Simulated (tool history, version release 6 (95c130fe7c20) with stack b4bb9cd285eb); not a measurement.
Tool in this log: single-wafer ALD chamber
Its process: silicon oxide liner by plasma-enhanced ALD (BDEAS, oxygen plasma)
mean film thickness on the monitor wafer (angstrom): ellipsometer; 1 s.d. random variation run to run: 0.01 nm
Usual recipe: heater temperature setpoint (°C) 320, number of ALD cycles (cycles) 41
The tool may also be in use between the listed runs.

run	hour	heater temperature setpoint (°C)	number of ALD cycles (cycles)	read-back reference wafer on the same gauge, thickness_nm	mean film thickness on the monitor wafer (angstrom)
1	0	320	41	3.301	40.03
2	30.4	320	41	3.3	39.82
3	86.3	320	44	3.299	42.96
4	112.1	320	44	3.302	42.88
5	153.7	320	44	3.301	42.91
6	187.1	320	41	3.3	40.18
7	221.7	320	41	3.298	40.16
8	248	320	41	3.3	40.33
9	297.8	320	41	3.3	40.09
10	351.7	320	41	3.3	40.09
11	417.6	320	41	3.3	40.09
12	456.4	320	41	3.3	39.96
# hour 526.7: thermocouple changed; heater temperature recalibrated
13	527.2	320	41	3.302	39.85
14	549.3	331	44	3.3	42.04
15	573.6	331	44	3.301	42.31
16	634.3	327	33	3.302	31.81
17	701.1	329	34	3.299	32.69
18	773.1	320	41	3.299	39.94
19	814.4	320	34	3.3	33.1
20	844.5	320	37	3.299	36.13
21	895.5	320	41	3.3	39.99
# hour 943.7: gauge calibrated
22	962.2	316	45	3.299	44.22
23	992.3	313	41	3.299	40.48
24	1051.6	316	41	3.3	40.35
25	1093.7	308	34	3.299	33.7
26	1120.7	305	34	3.302	33.89
27	1242	329	37	3.3	35.77
28	1307	320	33	3.299	32.27
29	1350.3	320	41	3.3	40.11
30	1398.5	328	48	3.3	46.28
31	1424	331	41	3.299	39.49

Some steps in mean film thickness on the monitor wafer (angstrom), run to run, broken into two amounts with sign: the step expected even without the hidden condition (settings, incoming material, random variation), and the rest, left for the hidden condition together with whatever gauge scatter is not in both the measured and the hidden-condition-free result:
Hidden conditions of the tool in this case: wafer temperature above the value expected at the setpoint (K); gauge reads high (%).
Run 12 -> 13: thermocouple changed; heater temperature recalibrated. mean film thickness on the monitor wafer (angstrom) -0.11: hidden state -0.26, all else +0.15.
Run 15 -> 16: heater temperature setpoint (°C) 331 -> 327, number of ALD cycles (cycles) 44 -> 33. mean film thickness on the monitor wafer (angstrom) -10.5: hidden state +0.02, all else -10.52.
Run 17 -> 18: heater temperature setpoint (°C) 329 -> 320, number of ALD cycles (cycles) 34 -> 41. mean film thickness on the monitor wafer (angstrom) +7.25: hidden state +0.06, all else +7.19.
Run 28 -> 29: number of ALD cycles (cycles) 33 -> 41. mean film thickness on the monitor wafer (angstrom) +7.84: hidden state +0.07, all else +7.77.
